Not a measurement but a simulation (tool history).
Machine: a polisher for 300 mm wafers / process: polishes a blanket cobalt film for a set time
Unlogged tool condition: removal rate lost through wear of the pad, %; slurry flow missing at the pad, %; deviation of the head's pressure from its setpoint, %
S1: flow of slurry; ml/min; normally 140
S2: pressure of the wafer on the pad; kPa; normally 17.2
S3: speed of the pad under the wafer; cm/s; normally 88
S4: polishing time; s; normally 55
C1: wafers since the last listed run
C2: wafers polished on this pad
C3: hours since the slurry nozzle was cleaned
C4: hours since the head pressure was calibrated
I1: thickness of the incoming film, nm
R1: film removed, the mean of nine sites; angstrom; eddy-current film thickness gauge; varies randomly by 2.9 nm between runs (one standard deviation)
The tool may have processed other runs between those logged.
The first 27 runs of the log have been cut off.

Run 28, day 31.638: usual settings but S1 115 ml/min, S2 15.9 kPa, S4 73 s; C1 251; C2 2786; C3 181.1; C4 127.6; I1 1403.8. Result: R1 2957 angstrom.
At day 33.212: worn pad replaced by a new one.
Run 29, day 33.233: usual settings but S2 15.2 kPa, S4 39 s; C1 407; C2 5; C3 219.4; C4 165.9; I1 1422.6. Result: R1 1635 angstrom.
At day 34.296: slurry nozzle cleaned, repeated, since the last time left the tool worse.
Run 30, day 35.904: usual settings but S1 165 ml/min, S2 13.8 kPa, S3 64 cm/s, S4 50 s; C1 749; C2 755; C3 38.6; C4 230.0; I1 1399.2. Result: R1 1692 angstrom.
Run 31, day 37.154: usual settings but S1 125 ml/min, S4 44 s; C1 356; C2 1111; C3 68.6; C4 260.0; I1 1405.0. Result: R1 2221 angstrom.
Run 32, day 38.429: usual settings but S2 20.0 kPa, S3 100 cm/s; C1 363; C2 1474; C3 99.2; C4 290.6; I1 1385.0. Result: R1 3541 angstrom.
Run 33, day 39.371: usual settings; C1 268; C2 1743; C3 121.8; C4 313.2; I1 1395.6. Result: R1 2784 angstrom.
Run 34, day 40.312: usual settings; C1 268; C2 2011; C3 144.4; C4 335.8; I1 1418.4. Result: R1 2855 angstrom.
Run 35, day 41.067: usual settings but S1 100 ml/min, S3 60 cm/s, S4 61 s; C1 214; C2 2226; C3 162.5; C4 353.9; I1 1418.8. Result: R1 2042 angstrom.
Run 36, day 41.967: usual settings but S1 120 ml/min, S2 13.8 kPa, S4 67 s; C1 256; C2 2482; C3 184.1; C4 375.5; I1 1393.9. Result: R1 2925 angstrom.
Run 37, day 42.471: usual settings but S1 100 ml/min, S2 22.8 kPa, S3 64 cm/s, S4 48 s; C1 143; C2 2626; C3 196.2; C4 387.6; I1 1426.8. Result: R1 2026 angstrom.
At day 42.667: worn pad replaced by a new one.
Run 38, day 45.704: usual settings but S3 74 cm/s; C1 873; C2 865; C3 273.8; C4 465.2; I1 1423.7. Result: R1 2360 angstrom.

Each row is a separate what-if for the run after 38, all from the same tool condition, not one after another. Results?
Run A, day 45.721: usual settings; C1 4; C2 870; C3 274.2; C4 465.6; I1 1401.7. Result: R1 ?.
Run B, day 45.721: usual settings but S1 100 ml/min, S2 12.4 kPa, S3 80 cm/s, S4 65 s; C1 4; C2 870; C3 274.2; C4 465.6; I1 1401.7. Result: R1 ?.
Run C, day 45.721: usual settings but S1 165 ml/min, S2 15.2 kPa, S3 98 cm/s, S4 61 s; C1 4; C2 870; C3 274.2; C4 465.6; I1 1401.7. Result: R1 ?.

run    R1
  A  2832
  B  2364
  C  3336
Without the tool's unlogged condition, the same runs would have read:
run    R1
  A  2856
  B  2392
  C  3361

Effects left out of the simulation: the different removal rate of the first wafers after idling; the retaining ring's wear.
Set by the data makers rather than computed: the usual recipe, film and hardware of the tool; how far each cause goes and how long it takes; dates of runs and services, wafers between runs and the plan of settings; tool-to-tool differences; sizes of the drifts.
